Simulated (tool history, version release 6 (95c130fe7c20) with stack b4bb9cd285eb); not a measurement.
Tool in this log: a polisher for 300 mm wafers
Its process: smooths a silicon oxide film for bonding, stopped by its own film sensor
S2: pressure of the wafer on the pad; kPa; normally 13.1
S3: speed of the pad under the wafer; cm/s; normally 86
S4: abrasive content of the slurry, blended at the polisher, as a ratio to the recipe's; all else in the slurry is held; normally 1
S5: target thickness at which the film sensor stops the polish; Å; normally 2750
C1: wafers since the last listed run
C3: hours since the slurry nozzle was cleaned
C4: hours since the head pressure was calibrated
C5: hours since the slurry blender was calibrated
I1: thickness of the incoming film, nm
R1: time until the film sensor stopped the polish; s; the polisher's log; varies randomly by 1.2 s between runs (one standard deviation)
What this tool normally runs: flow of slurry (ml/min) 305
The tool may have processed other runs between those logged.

Run 1, hour 0: usual settings; C1 0; wafers polished on this pad 3490; C3 0.5; C4 81.9; C5 646.7; I1 316.1. Result: R1 76.3 s.
Run 2, hour 40.8: usual settings; C1 236; wafers polished on this pad 3727; C3 41.3; C4 122.7; C5 687.5; I1 312.5. Result: R1 69.5 s.
At hour 185.2: slurry blender recalibrated.
At hour 265.5: worn pad replaced by a new one.
Run 3, hour 360.7: usual settings; C1 1822; wafers polished on this pad 552; C3 361.2; C4 442.6; C5 175.5; I1 309.4. Result: R1 65 s.
Run 4, hour 397.5: usual settings; C1 213; wafers polished on this pad 766; C3 398; C4 479.4; C5 212.3; I1 312.5. Result: R1 70.6 s.
Run 5, hour 486.2: usual settings; C1 515; wafers polished on this pad 1281; C3 486.7; C4 568.1; C5 301; I1 308.4. Result: R1 63.5 s.
Run 6, hour 584.6: usual settings; C1 571; wafers polished on this pad 1853; C3 585.1; C4 666.5; C5 399.4; I1 302.8. Result: R1 53.7 s.
Run 7, hour 675.4: usual settings but S3 102 cm/s; C1 527; wafers polished on this pad 2380; C3 675.9; C4 757.3; C5 490.2; I1 312.1. Result: R1 63.7 s.
At hour 689.7: slurry nozzle cleaned.
At hour 703.4: head pressure recalibrated.
Run 8, hour 740.5: usual settings but S5 2680 Å; C1 360; wafers polished on this pad 2740; C3 50.8; C4 37.1; C5 555.3; I1 307.6. Result: R1 70.5 s.
Run 9, hour 787.6: usual settings; C1 273; wafers polished on this pad 3014; C3 97.9; C4 84.2; C5 602.4; I1 306. Result: R1 53.9 s.
Run 10, hour 894.9: usual settings but S3 102 cm/s; C1 623; wafers polished on this pad 3637; C3 205.2; C4 191.5; C5 709.7; I1 314.4. Result: R1 63.4 s.
At hour 915: worn pad replaced by a new one.
Run 11, hour 935.8: usual settings but flow of slurry (ml/min) 410, S4 1.1; C1 214; wafers polished on this pad 120; C3 246.1; C4 232.4; C5 750.6; I1 311.3. Result: R1 59.8 s.
Run 12, hour 1008.6: usual settings but S2 11 kPa, S3 96 cm/s, S4 0.8, S5 2780 Å; C1 422; wafers polished on this pad 543; C3 318.9; C4 305.2; C5 823.4; I1 311.7. Result: R1 75.2 s.
At hour 1028.7: slurry blender recalibrated.
Run 13, hour 1091.3: usual settings but S3 96 cm/s, S5 2670 Å; C1 468; wafers polished on this pad 1012; C3 401.6; C4 387.9; C5 62.6; I1 309.2. Result: R1 71.2 s.
Run 14, hour 1149.9: usual settings but flow of slurry (ml/min) 375, S2 10.3 kPa, S4 1.25, S5 2820 Å; C1 340; wafers polished on this pad 1352; C3 460.2; C4 446.5; C5 121.2; I1 309.5. Result: R1 52.2 s.
Run 15, hour 1240.2: usual settings; C1 524; wafers polished on this pad 1877; C3 550.5; C4 536.8; C5 211.5; I1 307.3. Result: R1 59.6 s.
Run 16, hour 1292.6: usual settings; C1 304; wafers polished on this pad 2181; C3 602.9; C4 589.2; C5 263.9; I1 309.6. Result: R1 66.9 s.

What does the tool deliver on the next run?
Run 17, hour 1362.8: usual settings but S2 15.2 kPa, S5 2820 Å; C1 407; wafers polished on this pad 2589; C3 673.1; C4 659.4; C5 334.1; I1 308.4. Result: R1 ?.

{"run 17": {"R1": 45.9}}
Were there no unlogged condition in the tool, this run, its random variation unchanged, would have produced R1 43.6 s.

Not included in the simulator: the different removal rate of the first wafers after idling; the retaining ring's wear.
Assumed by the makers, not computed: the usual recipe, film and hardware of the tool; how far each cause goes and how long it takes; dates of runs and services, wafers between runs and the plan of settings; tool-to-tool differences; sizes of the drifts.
